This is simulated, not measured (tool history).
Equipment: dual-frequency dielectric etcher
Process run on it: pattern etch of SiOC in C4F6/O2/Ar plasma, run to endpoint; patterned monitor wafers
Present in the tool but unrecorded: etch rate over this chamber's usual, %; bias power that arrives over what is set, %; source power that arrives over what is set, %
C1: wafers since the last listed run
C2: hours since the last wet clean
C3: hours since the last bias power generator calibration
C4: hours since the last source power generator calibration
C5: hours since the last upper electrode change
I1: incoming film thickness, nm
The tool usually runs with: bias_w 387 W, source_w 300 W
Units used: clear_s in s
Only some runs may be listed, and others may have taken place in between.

Run 1, day 0.000: usual settings but source_w 350 W; C1 0; C2 776.7; C3 3202.6; C4 2066.3; C5 1800.4; I1 46.84. Result: clear_s 15.8 s.
At day 2.138: wet clean of the chamber.
Run 2, day 3.667: usual settings; C1 1223; C2 36.7; C3 3290.6; C4 2154.3; C5 1888.4; I1 46.10. Result: clear_s 17.0 s.
Run 3, day 15.925: usual settings; C1 5623; C2 330.9; C3 3584.8; C4 2448.5; C5 2182.6; I1 46.26. Result: clear_s 16.7 s.
Run 4, day 17.500: usual settings; C1 722; C2 368.7; C3 3622.6; C4 2486.3; C5 2220.4; I1 46.55. Result: clear_s 16.7 s.
Run 5, day 19.100: usual settings; C1 733; C2 407.1; C3 3661.0; C4 2524.7; C5 2258.8; I1 46.40. Result: clear_s 16.6 s.
Run 6, day 22.612: usual settings; C1 1611; C2 491.4; C3 3745.3; C4 2609.0; C5 2343.1; I1 46.12. Result: clear_s 16.3 s.
Run 7, day 24.367: usual settings; C1 804; C2 533.5; C3 3787.4; C4 2651.1; C5 2385.2; I1 45.90. Result: clear_s 16.7 s.
Run 8, day 26.758: usual settings; C1 1097; C2 590.9; C3 3844.8; C4 2708.5; C5 2442.6; I1 46.07. Result: clear_s 16.2 s.
Run 9, day 28.688: usual settings; C1 884; C2 637.2; C3 3891.1; C4 2754.8; C5 2488.9; I1 46.47. Result: clear_s 16.5 s.
At day 29.917: wet clean of the chamber.
Run 10, day 33.142: usual settings; C1 1584; C2 77.4; C3 3998.0; C4 2861.7; C5 2595.8; I1 46.00. Result: clear_s 16.9 s.
Run 11, day 37.138: usual settings; C1 1833; C2 173.3; C3 4093.9; C4 2957.6; C5 2691.7; I1 46.21. Result: clear_s 16.7 s.
Run 12, day 39.879: usual settings; C1 1257; C2 239.1; C3 4159.7; C4 3023.4; C5 2757.5; I1 46.34. Result: clear_s 17.0 s.
Run 13, day 42.138: usual settings; C1 1035; C2 293.3; C3 4213.9; C4 3077.6; C5 2811.7; I1 46.09. Result: clear_s 16.7 s.
At day 45.333: upper electrode replaced.
Run 14, day 45.354: usual settings; C1 1016; C2 370.5; C3 4291.1; C4 3154.8; C5 0.5; I1 46.56. Result: clear_s 16.7 s.
Run 15, day 57.588: usual settings; C1 5611; C2 664.1; C3 4584.7; C4 3448.4; C5 294.1; I1 46.17. Result: clear_s 16.5 s.
At day 60.479: wet clean of the chamber.
Run 16, day 61.188: usual settings but bias_w 349 W, source_w 240 W; C1 1192; C2 17.0; C3 4671.1; C4 3534.8; C5 380.5; I1 46.35. Result: clear_s 19.2 s.
Run 17, day 63.633: usual settings but bias_w 438 W, source_w 270 W; C1 1122; C2 75.7; C3 4729.8; C4 3593.5; C5 439.2; I1 46.62. Result: clear_s 16.7 s.
Run 18, day 66.796: usual settings; C1 1450; C2 151.6; C3 4805.7; C4 3669.4; C5 515.1; I1 46.44. Result: clear_s 17.0 s.
Run 19, day 70.242: usual settings but bias_w 420 W, source_w 320 W; C1 1580; C2 234.3; C3 4888.4; C4 3752.1; C5 597.8; I1 45.88. Result: clear_s 15.7 s.
Run 20, day 74.575: usual settings but bias_w 355 W, source_w 270 W; C1 1987; C2 338.3; C3 4992.4; C4 3856.1; C5 701.8; I1 46.41. Result: clear_s 18.1 s.
Run 21, day 77.054: usual settings but bias_w 416 W; C1 1137; C2 397.8; C3 5051.9; C4 3915.6; C5 761.3; I1 45.84. Result: clear_s 15.9 s.
Run 22, day 80.908: usual settings but bias_w 458 W, source_w 280 W; C1 1768; C2 490.3; C3 5144.4; C4 4008.1; C5 853.8; I1 46.16. Result: clear_s 15.5 s.
At day 81.225: bias power generator calibrated.
Run 23, day 83.121: usual settings but bias_w 414 W, source_w 370 W; C1 938; C2 543.4; C3 45.5; C4 4061.2; C5 906.9; I1 46.34. Result: clear_s 15.3 s.
At day 84.962: source power generator calibrated.
At day 87.483: wet clean of the chamber.
Run 24, day 87.621: usual settings; C1 1529; C2 3.3; C3 153.5; C4 63.8; C5 1014.9; I1 46.16. Result: clear_s 17.2 s.
Run 25, day 91.650: usual settings; C1 1848; C2 100.0; C3 250.2; C4 160.5; C5 1111.6; I1 46.02. Result: clear_s 16.9 s.
Run 26, day 93.542: usual settings but source_w 370 W; C1 867; C2 145.4; C3 295.6; C4 205.9; C5 1157.0; I1 46.30. Result: clear_s 16.2 s.
Run 27, day 96.433: usual settings; C1 1326; C2 214.8; C3 365.0; C4 275.3; C5 1226.4; I1 46.13. Result: clear_s 16.7 s.
Run 28, day 99.229: usual settings but source_w 370 W; C1 1282; C2 281.9; C3 432.1; C4 342.4; C5 1293.5; I1 46.47. Result: clear_s 16.0 s.
Run 29, day 101.742: usual settings; C1 1152; C2 342.2; C3 492.4; C4 402.7; C5 1353.8; I1 45.84. Result: clear_s 16.9 s.
Run 30, day 106.042: usual settings but source_w 330 W; C1 1972; C2 445.4; C3 595.6; C4 505.9; C5 1457.0; I1 46.47. Result: clear_s 16.3 s.
Run 31, day 108.325: usual settings; C1 1047; C2 500.2; C3 650.4; C4 560.7; C5 1511.8; I1 46.26. Result: clear_s 16.5 s.
Run 32, day 118.171: usual settings but source_w 260 W; C1 4516; C2 736.5; C3 886.7; C4 797.0; C5 1748.1; I1 46.06. Result: clear_s 16.8 s.
At day 120.525: wet clean of the chamber.
Run 33, day 121.875: usual settings but bias_w 327 W, source_w 240 W; C1 1240; C2 32.4; C3 975.6; C4 885.9; C5 1837.0; I1 46.11. Result: clear_s 20.0 s.
Run 34, day 125.096: usual settings but source_w 270 W; C1 1477; C2 109.7; C3 1052.9; C4 963.2; C5 1914.3; I1 46.26. Result: clear_s 17.4 s.
Run 35, day 128.904: usual settings; C1 1747; C2 201.1; C3 1144.3; C4 1054.6; C5 2005.7; I1 46.20. Result: clear_s 16.8 s.

For each entry between runs, how does the tool's hidden state at the last listed run before it compare with that at the first listed run after it?
In the gap between runs 1 and 2: wet clean of the chamber (day 2.138)
  etch rate over this chamber's usual, %: 5.6 -> 0.249
  measured result minus the result with no hidden state, clear_s: -0.9 -> -0.1 s
In the gap between runs 9 and 10: wet clean of the chamber (day 29.917)
  etch rate over this chamber's usual, %: 4.64 -> 0.41
  measured result minus the result with no hidden state, clear_s: -0.7 -> -0.1 s
In the gap between runs 13 and 14: upper electrode replaced (day 45.333)
  etch rate over this chamber's usual, %: 1.99 -> 2.55
  measured result minus the result with no hidden state, clear_s: -0.4 -> -0.4 s
In the gap between runs 15 and 16: wet clean of the chamber (day 60.479)
  etch rate over this chamber's usual, %: 4.7 -> -0.415
  measured result minus the result with no hidden state, clear_s: -0.8 -> +0.1 s
In the gap between runs 22 and 23: bias power generator calibrated (day 81.225)
  etch rate over this chamber's usual, %: 3.04 -> 3.43
  measured result minus the result with no hidden state, clear_s: -0.5 -> -0.5 s
In the gap between runs 23 and 24: source power generator calibrated (day 84.962); wet clean of the chamber (day 87.483)
  etch rate over this chamber's usual, %: 3.43 -> -0.22
  measured result minus the result with no hidden state, clear_s: -0.5 -> +0.1 s
In the gap between runs 32 and 33: wet clean of the chamber (day 120.525)
  etch rate over this chamber's usual, %: 5.14 -> -0.0121
  measured result minus the result with no hidden state, clear_s: -0.8 -> +0.0 s
